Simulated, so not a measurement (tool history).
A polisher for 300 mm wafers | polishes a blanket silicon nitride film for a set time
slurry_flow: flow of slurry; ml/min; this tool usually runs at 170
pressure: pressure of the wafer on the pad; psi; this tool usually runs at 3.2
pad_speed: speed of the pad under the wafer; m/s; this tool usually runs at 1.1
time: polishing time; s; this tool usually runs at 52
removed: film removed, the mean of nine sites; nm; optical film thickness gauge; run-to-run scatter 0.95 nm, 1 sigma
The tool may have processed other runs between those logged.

| run | hour | slurry_flow | pressure | pad_speed | time | wafers since the last listed run | wafers polished on this pad | hours since the slurry nozzle was cleaned | hours since the head pressure was calibrated | incoming thickness of the incoming film, nm | removed |
|---|---|---|---|---|---|---|---|---|---|---|---|
| 1 | 0 | 170 | 3.2 | 1.1 | 52 | 0 | 160 | 690.6 | 1264.8 | 462.9 | 88.5 |
| 2 | 16.8 | 195 | 3.2 | 1.1 | 52 | 214 | 375 | 707.4 | 1281.6 | 450.5 | 89.3 |
|  | 29.4 | worn pad replaced by a new one |
| 3 | 29.9 | 195 | 3.2 | 1.1 | 52 | 116 | 6 | 720.5 | 1294.7 | 461.2 | 87.6 |
| 4 | 38 | 195 | 3.2 | 1.1 | 52 | 103 | 110 | 728.6 | 1302.8 | 461.5 | 89.1 |
| 5 | 55.1 | 170 | 3.2 | 1.1 | 52 | 218 | 329 | 745.7 | 1319.9 | 456.2 | 88.8 |
|  | 73.8 | worn pad replaced by a new one |
| 6 | 74.3 | 170 | 3.2 | 0.98 | 58 | 194 | 5 | 764.9 | 1339.1 | 463.8 | 91.5 |
|  | 76.8 | head pressure recalibrated |
| 7 | 85.2 | 170 | 3.2 | 1.1 | 52 | 113 | 119 | 775.8 | 8.4 | 457.6 | 88.4 |
| 8 | 91.6 | 170 | 3.2 | 1.1 | 52 | 81 | 201 | 782.2 | 14.8 | 464.6 | 88.9 |
| 9 | 106.9 | 170 | 3.2 | 1.1 | 52 | 195 | 397 | 797.5 | 30.1 | 459.9 | 87.5 |
| 10 | 117.6 | 170 | 3.2 | 1.3 | 52 | 136 | 534 | 808.2 | 40.8 | 454.4 | 98 |
|  | 124.1 | worn pad replaced by a new one |
| 11 | 124.6 | 170 | 2.9 | 1.1 | 52 | 38 | 6 | 815.2 | 47.8 | 455.4 | 80.2 |
| 12 | 132.8 | 130 | 3.2 | 1.44 | 52 | 104 | 111 | 823.4 | 56 | 463.3 | 102.1 |
| 13 | 139.4 | 130 | 3.2 | 1.1 | 45 | 84 | 195 | 830 | 62.6 | 450.9 | 73.1 |
| 14 | 146.8 | 150 | 3.2 | 1 | 52 | 94 | 290 | 837.4 | 70 | 458.1 | 79.9 |
| 15 | 155.5 | 170 | 3.2 | 1.1 | 52 | 111 | 401 | 846.1 | 78.7 | 451.3 | 88.3 |
|  | 166.8 | worn pad replaced by a new one |
| 16 | 167.3 | 170 | 3.2 | 1.1 | 41 | 99 | 6 | 857.9 | 90.5 | 453.2 | 70.1 |
|  | 169.3 | slurry nozzle cleaned |
| 17 | 174.6 | 170 | 3.2 | 0.96 | 52 | 80 | 86 | 5.3 | 97.8 | 464.2 | 82.3 |
| 18 | 182.1 | 170 | 4.2 | 1.1 | 35 | 95 | 182 | 12.8 | 105.3 | 458.4 | 77 |
| 19 | 191.4 | 115 | 3.2 | 1.1 | 52 | 118 | 301 | 22.1 | 114.6 | 458.1 | 84.6 |
| 20 | 198.8 | 170 | 3.2 | 1.1 | 52 | 94 | 396 | 29.5 | 122 | 451 | 87.7 |
|  | 205.5 | worn pad replaced by a new one |
| 21 | 216.4 | 170 | 2.8 | 1.1 | 52 | 173 | 139 | 47.1 | 139.6 | 459.1 | 76.6 |
| 22 | 225.3 | 170 | 4.1 | 0.86 | 52 | 113 | 253 | 56 | 148.5 | 461.7 | 98.5 |

Consider 3 possible next runs. They are alternatives, not a sequence: every one starts from the tool as it was left by run 22. What does each give?
| A | 225.7 | 170 | 3.2 | 1.1 | 52 | 5 | 258 | 56.4 | 148.9 | 462 | ? |
| B | 225.7 | 115 | 3.9 | 1.1 | 52 | 5 | 258 | 56.4 | 148.9 | 462 | ? |
| C | 225.7 | 170 | 2.2 | 1.1 | 41 | 5 | 258 | 56.4 | 148.9 | 462 | ? |

| run | removed |
|---|---|
| A | 87.1 |
| B | 101.3 |
| C | 47.2 |
Had the tool no hidden state, the same runs would have come out as:
| run | removed |
|---|---|
| A | 87.1 |
| B | 101.3 |
| C | 47.2 |
